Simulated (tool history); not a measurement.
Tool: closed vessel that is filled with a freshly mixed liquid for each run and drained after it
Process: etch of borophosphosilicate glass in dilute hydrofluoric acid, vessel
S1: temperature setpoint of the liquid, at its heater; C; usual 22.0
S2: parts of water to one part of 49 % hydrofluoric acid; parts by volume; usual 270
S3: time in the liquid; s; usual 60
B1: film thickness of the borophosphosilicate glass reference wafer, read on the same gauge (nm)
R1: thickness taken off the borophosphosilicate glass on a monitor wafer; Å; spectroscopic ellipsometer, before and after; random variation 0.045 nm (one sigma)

run	hour	S1	S2	S3	B1	R1
1	0.0	22.0	270	60	89.98	70.4
2	68.4	22.0	270	60	90.02	70.3
3	115.7	22.0	270	60	90.00	70.6
4	166.7	20.0	240	60	90.02	75.7
5	215.9	20.0	240	60	90.00	75.5
6	245.0	20.0	240	60	90.04	74.4
7	278.1	22.0	330	60	89.96	54.2
8	322.1	22.0	330	60	89.98	54.6
9	364.3	22.0	330	60	89.97	53.3
10	419.9	22.0	270	60	90.00	69.9
# hour 424.7: hydrofluoric acid flow meter replaced
11	465.7	22.0	325	60	90.03	54.8
12	501.8	22.0	325	60	90.04	55.1
13	558.7	22.0	325	60	90.00	55.2
14	621.5	20.0	240	60	90.05	74.8
15	667.6	24.0	270	95	90.04	117.6
# hour 698.9: thermometer replaced
16	704.2	22.0	395	60	89.99	40.0
17	755.2	25.5	320	75	90.01	75.3
18	792.2	17.0	270	95	90.04	84.8
19	837.7	22.0	270	60	89.98	65.5
# hour 883.9: thermometer replaced, repeated, since the last time left the tool worse
20	906.4	17.0	270	95	90.00	96.2
# hour 909.6: gauge calibrated
21	946.4	26.5	305	60	89.97	72.2
22	1003.3	22.0	270	45	90.00	54.8
# hour 1008.8: hydrofluoric acid flow meter replaced
23	1048.3	17.0	270	95	90.00	96.4
24	1072.6	22.0	270	60	89.97	73.6
25	1113.0	22.0	400	60	90.05	43.9
26	1140.8	23.5	305	90	90.05	98.2
27	1185.3	26.0	390	30	90.00	25.8

State the hidden condition of the tool at each of the runs:
hydrofluoric acid flow above the setpoint (%): 0 in every run
gauge reads high (%): 0 in every run
H1: liquid colder than its thermometer reads (K)
run	H1
1	1.17
2	1.22
3	1.25
4	1.28
5	1.31
6	1.33
7	1.35
8	1.38
9	1.41
10	1.44
11	1.47
12	1.49
13	1.53
14	1.57
15	1.6
16	3.12
17	3.15
18	3.17
19	3.2
20	0.138
21	0.163
22	0.199
23	0.228
24	0.243
25	0.269
26	0.287
27	0.315

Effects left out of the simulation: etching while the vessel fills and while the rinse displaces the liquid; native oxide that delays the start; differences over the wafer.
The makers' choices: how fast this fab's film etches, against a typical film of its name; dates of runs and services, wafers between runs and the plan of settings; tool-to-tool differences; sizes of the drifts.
